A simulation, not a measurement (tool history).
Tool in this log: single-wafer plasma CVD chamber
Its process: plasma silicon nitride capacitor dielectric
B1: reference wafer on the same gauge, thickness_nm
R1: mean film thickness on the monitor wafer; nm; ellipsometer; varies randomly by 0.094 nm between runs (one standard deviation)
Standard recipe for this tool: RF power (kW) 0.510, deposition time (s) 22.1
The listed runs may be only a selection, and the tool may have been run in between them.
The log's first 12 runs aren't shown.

At hour 923.6: showerhead replaced.
Run 13, hour 995.2: usual settings; B1 35.585. Result: R1 32.002 nm.
Run 14, hour 1079.2: usual settings; B1 35.597. Result: R1 31.975 nm.
Run 15, hour 1139.1: usual settings; B1 35.547. Result: R1 32.053 nm.
Run 16, hour 1235.0: usual settings but deposition time (s) 24.7; B1 35.532. Result: R1 35.635 nm.
Run 17, hour 1316.5: usual settings but deposition time (s) 20.6; B1 35.618. Result: R1 29.713 nm.
Run 18, hour 1366.3: usual settings but RF power (kW) 0.480, deposition time (s) 26.0; B1 35.544. Result: R1 36.558 nm.
Run 19, hour 1402.6: usual settings but RF power (kW) 0.570, deposition time (s) 19.1; B1 35.638. Result: R1 28.672 nm.
Run 20, hour 1491.8: usual settings; B1 35.626. Result: R1 31.712 nm.
At hour 1545.2: gauge calibrated.
Run 21, hour 1595.7: usual settings but RF power (kW) 0.455, deposition time (s) 24.3; B1 35.597. Result: R1 33.085 nm.
Run 22, hour 1658.9: usual settings but RF power (kW) 0.595, deposition time (s) 18.0; B1 35.590. Result: R1 27.359 nm.
Run 23, hour 1698.6: usual settings; B1 35.592. Result: R1 31.450 nm.
Run 24, hour 1775.6: usual settings but RF power (kW) 0.415, deposition time (s) 18.9; B1 35.559. Result: R1 24.643 nm.
Run 25, hour 1862.3: usual settings but RF power (kW) 0.585; B1 35.559. Result: R1 33.103 nm.
Run 26, hour 1903.9: usual settings but RF power (kW) 0.550, deposition time (s) 18.3; B1 35.603. Result: R1 26.883 nm.

What does the tool deliver on the next run?
At hour 1914.3: RF generator calibrated.
Run 27, hour 2003.7: usual settings but deposition time (s) 20.1; B1 ?. Result: R1 ?.

Logged for run 27: B1 35.562, R1 29.506 nm.
Were there no unlogged condition in the tool, this run, its random variation unchanged, would have produced R1 29.531 nm.
